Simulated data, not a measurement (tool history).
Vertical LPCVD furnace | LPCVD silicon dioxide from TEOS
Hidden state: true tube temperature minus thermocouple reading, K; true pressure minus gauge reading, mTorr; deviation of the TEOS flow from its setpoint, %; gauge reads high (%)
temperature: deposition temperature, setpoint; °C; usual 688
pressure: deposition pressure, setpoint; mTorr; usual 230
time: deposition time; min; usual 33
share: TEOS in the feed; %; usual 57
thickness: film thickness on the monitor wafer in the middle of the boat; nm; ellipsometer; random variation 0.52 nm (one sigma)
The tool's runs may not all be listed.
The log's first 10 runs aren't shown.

run	hour	temperature	pressure	time	share	wafers since the last listed run	hours since the last temperature calibration	hours since the pressure gauge was zeroed	hours since the TEOS flow controller was replaced	hours since the gauge calibration	read-back reference wafer on the same gauge, thickness	thickness
11	132.7	688	260	33	57	86	2306.6	133.2	98.9	72.8	128.13	158.01
12	142.3	688	230	33	57	87	2316.2	142.8	108.5	82.4	128.08	147.93
13	163.8	681	195	29	65	196	2337.7	164.3	130	103.9	127.93	107.46
14	182.6	688	230	33	55	171	2356.5	183.1	148.8	122.7	127.95	144.68
15	191.3	688	230	21.5	57	79	2365.2	191.8	157.5	131.4	127.94	96.44
16	207.9	696	230	45.5	64	151	2381.8	208.4	174.1	148	128.2	261.63
17	228.9	688	230	21.5	57	191	2402.8	229.4	195.1	169	127.66	96.31
# hour 254.3: thermocouples replaced and temperature profile calibrated
18	254.8	688	230	21.5	57	17	0.5	255.3	221	194.9	128.15	88.47
19	260	688	230	27.5	57	47	5.7	260.5	226.2	200.1	128.08	113.31
20	270.9	688	230	33	57	99	16.6	271.4	237.1	211	127.99	135.8
21	281.5	698	275	23	57	96	27.2	282	247.7	221.6	128.04	131.75
22	293.4	694	230	45.5	67	108	39.1	293.9	259.6	233.5	127.99	234.56
23	308	681	230	24.5	57	133	53.7	308.5	274.2	248.1	128.15	85.83
24	317.6	688	230	33	57	87	63.3	318.1	283.8	257.7	127.95	136.91
25	334.5	688	230	33	49	154	80.2	335	300.7	274.6	128	126.31
26	342.8	688	230	33	57	75	88.5	343.3	309	282.9	128.11	136.84
27	355.5	684	245	28	57	115	101.2	356	321.7	295.6	127.88	108.71
28	367.1	694	200	46	52	105	112.8	367.6	333.3	307.2	128	196.53
29	384.6	695	230	33	57	159	130.3	385.1	350.8	324.7	127.99	160.99
30	400.5	700	250	23	46	145	146.2	401	366.7	340.6	128.01	118.43
31	422.2	692	180	45	48	198	167.9	422.7	388.4	362.3	128.05	165.54

4 ways to go on from here, each from the tool as it stands after run 31. What would each give?
A	427.5	688	275	33	57	48	173.2	428	393.7	367.6	?	?
B	427.5	676	250	25	65	48	173.2	428	393.7	367.6	?	?
C	427.5	688	230	28.5	57	48	173.2	428	393.7	367.6	?	?
D	427.5	699	230	45.5	48	48	173.2	428	393.7	367.6	?	?

run	read-back reference wafer on the same gauge, thickness	thickness
A	128.13	149.51
B	128.13	86.33
C	128.13	118.09
D	128.13	224.16
Without the tool's hidden state the same runs would have given:
run	thickness
A	147.72
B	85.27
C	116.68
D	221.54
